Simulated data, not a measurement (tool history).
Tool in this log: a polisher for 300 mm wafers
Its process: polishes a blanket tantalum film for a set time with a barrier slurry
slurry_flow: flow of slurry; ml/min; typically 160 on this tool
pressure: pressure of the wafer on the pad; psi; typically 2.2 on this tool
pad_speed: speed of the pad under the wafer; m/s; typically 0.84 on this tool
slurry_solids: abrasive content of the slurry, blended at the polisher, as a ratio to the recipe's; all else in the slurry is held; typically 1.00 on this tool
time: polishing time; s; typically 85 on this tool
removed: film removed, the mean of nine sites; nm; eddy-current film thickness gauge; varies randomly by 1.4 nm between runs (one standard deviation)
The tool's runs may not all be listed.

| run | hour | slurry_flow | pressure | pad_speed | slurry_solids | time | incoming thickness of the incoming film, nm | removed |
|---|---|---|---|---|---|---|---|---|
| 1 | 0.0 | 160 | 2.2 | 0.84 | 1.05 | 85 | 409.7 | 132.2 |
| 2 | 41.9 | 160 | 2.2 | 0.84 | 1.00 | 85 | 409.8 | 126.3 |
| 3 | 99.9 | 160 | 2.2 | 0.84 | 1.00 | 85 | 411.2 | 127.8 |
|  | 105.3 | head pressure recalibrated |
| 4 | 205.8 | 160 | 2.2 | 0.66 | 1.00 | 85 | 412.4 | 102.7 |
|  | 267.3 | worn pad replaced by a new one |
| 5 | 302.4 | 160 | 2.2 | 0.66 | 1.00 | 85 | 410.9 | 107.4 |
| 6 | 364.4 | 160 | 1.7 | 0.84 | 1.00 | 85 | 416.2 | 101.1 |
| 7 | 462.2 | 160 | 2.2 | 0.84 | 1.00 | 85 | 414.3 | 129.4 |
|  | 524.1 | slurry blender recalibrated |
|  | 662.4 | slurry nozzle cleaned |
| 8 | 770.3 | 190 | 2.2 | 0.66 | 1.15 | 85 | 404.6 | 108.2 |
| 9 | 845.4 | 160 | 1.6 | 0.84 | 1.00 | 85 | 405.9 | 92.9 |
| 10 | 928.8 | 205 | 2.8 | 0.66 | 1.00 | 103 | 412.2 | 161.0 |
|  | 934.5 | worn pad replaced by a new one |
|  | 961.4 | head pressure recalibrated |
| 11 | 998.8 | 160 | 2.2 | 0.74 | 1.00 | 65 | 403.5 | 90.9 |
| 12 | 1073.7 | 160 | 1.8 | 0.84 | 1.00 | 85 | 411.7 | 108.3 |
| 13 | 1122.1 | 160 | 2.2 | 0.70 | 1.00 | 85 | 416.1 | 111.3 |
| 14 | 1226.6 | 160 | 2.2 | 1.04 | 1.00 | 104 | 402.6 | 196.2 |
|  | 1314.2 | slurry blender recalibrated |
| 15 | 1327.5 | 160 | 2.2 | 0.84 | 1.10 | 85 | 415.4 | 132.7 |
|  | 1386.4 | slurry nozzle cleaned |
| 16 | 1393.5 | 160 | 2.8 | 0.84 | 1.00 | 85 | 406.9 | 159.6 |
| 17 | 1444.8 | 190 | 2.2 | 0.66 | 1.15 | 85 | 409.6 | 110.5 |
| 18 | 1500.1 | 160 | 2.9 | 1.12 | 1.00 | 85 | 409.3 | 225.3 |
| 19 | 1605.6 | 160 | 2.2 | 0.62 | 0.90 | 85 | 407.8 | 94.1 |
|  | 1736.7 | worn pad replaced by a new one |
| 20 | 1763.7 | 180 | 2.2 | 0.60 | 0.85 | 85 | 408.6 | 96.8 |
|  | 1819.5 | head pressure recalibrated |
| 21 | 1859.8 | 160 | 2.4 | 0.98 | 0.75 | 65 | 407.9 | 118.1 |
| 22 | 1952.1 | 160 | 2.2 | 0.84 | 1.00 | 85 | 412.4 | 133.7 |
| 23 | 1994.3 | 160 | 2.2 | 0.84 | 1.00 | 85 | 403.4 | 130.5 |
|  | 2031.2 | slurry nozzle cleaned |
|  | 2052.8 | slurry blender recalibrated |
| 24 | 2096.2 | 105 | 2.5 | 0.84 | 1.00 | 65 | 411.5 | 105.3 |
| 25 | 2164.0 | 160 | 1.7 | 0.84 | 1.25 | 85 | 409.4 | 104.8 |
| 26 | 2222.2 | 110 | 2.2 | 0.84 | 0.80 | 85 | 414.4 | 111.1 |
| 27 | 2265.7 | 130 | 2.2 | 0.84 | 0.70 | 85 | 413.3 | 113.9 |
| 28 | 2348.0 | 160 | 2.2 | 0.84 | 1.00 | 106 | 411.3 | 162.7 |
|  | 2380.1 | worn pad replaced by a new one |
| 29 | 2418.8 | 210 | 2.4 | 0.84 | 1.15 | 107 | 414.4 | 196.2 |

Consider 5 possible next runs. They are alternatives, not a sequence: every one starts from the tool as it was left by run 29. What does each give?
| A | 2419.2 | 160 | 2.7 | 0.84 | 1.00 | 85 | 407.8 | ? |
| B | 2419.2 | 160 | 2.2 | 1.12 | 1.00 | 85 | 407.8 | ? |
| C | 2419.2 | 190 | 2.9 | 0.84 | 0.80 | 85 | 407.8 | ? |
| D | 2419.2 | 160 | 3.0 | 1.12 | 1.00 | 85 | 407.8 | ? |
| E | 2419.2 | 145 | 2.2 | 1.12 | 0.90 | 85 | 407.8 | ? |

| run | removed |
|---|---|
| A | 164.3 |
| B | 176.0 |
| C | 170.8 |
| D | 239.9 |
| E | 168.4 |
With the hidden condition removed and each run's random variation left untouched, the same runs would have given:
| run | removed |
|---|---|
| A | 165.7 |
| B | 177.5 |
| C | 172.3 |
| D | 242.0 |
| E | 169.8 |

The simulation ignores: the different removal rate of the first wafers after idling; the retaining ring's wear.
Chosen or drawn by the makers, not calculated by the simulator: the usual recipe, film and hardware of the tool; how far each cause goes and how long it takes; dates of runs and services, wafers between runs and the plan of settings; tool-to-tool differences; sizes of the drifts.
